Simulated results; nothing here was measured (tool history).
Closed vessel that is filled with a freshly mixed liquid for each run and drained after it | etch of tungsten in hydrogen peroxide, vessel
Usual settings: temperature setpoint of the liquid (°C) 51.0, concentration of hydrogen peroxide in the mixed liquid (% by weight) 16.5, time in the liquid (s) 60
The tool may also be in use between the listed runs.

run,day,temperature setpoint of the liquid (°C),concentration of hydrogen peroxide in the mixed liquid (% by weight),time in the liquid (s),"read-back film thickness of the tungsten reference wafer, read on the same gauge (nm)",thickness taken off the tungsten on a monitor wafer (nm)
1,0.000,51.0,16.5,50,150.03,51.43
# day 2.475: peroxide flow meter replaced
2,5.283,51.0,16.5,50,150.01,52.20
3,8.300,51.0,16.5,60,149.99,60.75
4,15.338,51.0,16.5,60,150.01,61.50
5,19.550,51.0,16.5,60,150.00,60.97
6,23.579,51.0,16.5,60,150.02,60.05
# day 24.629: thermometer replaced
7,27.700,51.0,16.5,60,150.00,59.98
8,31.600,42.5,21.0,85,150.00,57.40
9,34.112,57.5,18.5,85,150.00,134.25
10,36.467,59.0,13.0,70,150.00,98.22
11,38.171,51.0,16.5,30,149.97,30.22
12,40.608,51.0,16.5,60,150.02,59.30
# day 41.454: new drum of peroxide connected
13,42.404,55.5,16.5,60,149.99,81.51
14,45.967,58.5,18.0,60,150.02,102.49
15,48.592,51.0,16.5,60,149.99,62.92
16,53.029,51.0,12.5,45,150.00,40.69
17,55.533,43.5,18.5,50,150.00,34.68
18,59.988,46.5,16.5,30,150.01,23.56
# day 65.050: gauge calibrated
# day 69.029: thermometer replaced
19,72.908,51.0,19.0,60,150.01,66.47
20,75.329,57.0,20.0,90,150.01,145.95
21,79.750,46.5,16.5,50,150.02,38.09
22,82.367,58.5,14.0,75,150.00,109.63
23,85.829,46.0,16.5,60,150.01,44.63
24,87.362,43.0,16.5,30,150.00,18.60
25,90.671,51.0,16.5,60,150.01,60.67
26,96.525,51.0,16.5,60,150.00,60.75
# day 98.046: new drum of peroxide connected
27,99.050,47.5,13.0,45,149.99,33.39
28,102.804,57.5,16.5,60,149.99,94.12
29,105.883,51.0,14.0,90,150.00,87.48
# day 106.688: peroxide flow meter replaced
30,108.608,57.0,16.5,60,150.02,87.88

Hidden state or all else? Some run-to-run changes of thickness taken off the tungsten on a monitor wafer (nm), split into what the settings, what came in and random variation would give without the hidden state, and what is left for the hidden state (with any gauge scatter that isn't in both results):
The hidden state here: liquid hotter than its thermometer reads (K); peroxide flow above the setpoint (%); peroxide weaker than its label (%); gauge reads high (%).
Run 8 -> 9: temperature setpoint of the liquid (°C) 42.5 -> 57.5, concentration of hydrogen peroxide in the mixed liquid (% by weight) 21.0 -> 18.5. thickness taken off the tungsten on a monitor wafer (nm) +76.85: hidden state -3.84, all else +80.69.
Run 10 -> 11: temperature setpoint of the liquid (°C) 59.0 -> 51.0, concentration of hydrogen peroxide in the mixed liquid (% by weight) 13.0 -> 16.5, time in the liquid (s) 70 -> 30. thickness taken off the tungsten on a monitor wafer (nm) -68.00: hidden state +3.39, all else -71.39.
Run 12 -> 13: temperature setpoint of the liquid (°C) 51.0 -> 55.5, new drum of peroxide connected. thickness taken off the tungsten on a monitor wafer (nm) +22.21: hidden state +3.11, all else +19.10.
Run 19 -> 20: temperature setpoint of the liquid (°C) 51.0 -> 57.0, concentration of hydrogen peroxide in the mixed liquid (% by weight) 19.0 -> 20.0, time in the liquid (s) 60 -> 90. thickness taken off the tungsten on a monitor wafer (nm) +79.48: hidden state -2.35, all else +81.83.
Run 20 -> 21: temperature setpoint of the liquid (°C) 57.0 -> 46.5, concentration of hydrogen peroxide in the mixed liquid (% by weight) 20.0 -> 16.5, time in the liquid (s) 90 -> 50. thickness taken off the tungsten on a monitor wafer (nm) -107.86: hidden state +2.86, all else -110.72.
